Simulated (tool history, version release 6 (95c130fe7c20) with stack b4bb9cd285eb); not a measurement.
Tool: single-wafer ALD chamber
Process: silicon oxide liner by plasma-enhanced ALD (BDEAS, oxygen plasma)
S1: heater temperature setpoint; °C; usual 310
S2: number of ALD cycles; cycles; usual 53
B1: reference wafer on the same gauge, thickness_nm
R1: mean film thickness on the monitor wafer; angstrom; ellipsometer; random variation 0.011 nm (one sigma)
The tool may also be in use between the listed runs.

run,day,S1,S2,B1,R1
1,0,318,53,4.389,44.07
2,1.588,310,53,4.389,44.44
3,3.575,310,53,4.392,44.58
4,6.104,315,53,4.393,44.14
5,8.3,315,53,4.393,44.33
6,9.629,315,53,4.391,44.45
7,11.112,310,53,4.39,44.65
8,13.708,310,56,4.392,47.15
9,16.146,310,53,4.39,44.73
10,18.542,310,53,4.388,44.54
11,20.396,310,53,4.39,44.52
12,21.967,310,53,4.392,44.45
# day 22.983: gauge calibrated
13,23.121,310,53,4.389,44.5
14,28.417,310,53,4.391,44.67
# day 28.796: thermocouple changed; heater temperature recalibrated
15,30.717,324,46,4.39,37.94
16,32.358,306,53,4.39,44.89
17,33.671,310,53,4.392,44.61
18,36.083,318,53,4.39,44.19
19,37.279,310,63,4.391,52.97
20,38.825,302,58,4.389,49.35
21,40.788,306,53,4.39,44.89
22,42.708,324,57,4.391,47.25
23,45.396,310,53,4.389,44.85
24,46.633,324,58,4.391,47.91
25,49.488,310,53,4.39,44.49
26,51.733,323,56,4.391,46.28
27,52.812,310,53,4.389,44.66
# day 57.388: gauge calibrated
28,61.183,305,60,4.391,50.77

5 ways to go on from here, each from the tool as it stands after run 28. What would each give?
A,61.204,310,53,?,?
B,61.204,304,50,?,?
C,61.204,298,59,?,?
D,61.204,310,46,?,?
E,61.204,323,58,?,?

run,B1,R1
A,4.391,44.78
B,4.391,42.56
C,4.391,50.66
D,4.391,38.87
E,4.391,48.21
Without the tool's hidden state the same runs would have given:
run,R1
A,44.78
B,42.56
C,50.66
D,38.87
E,48.21
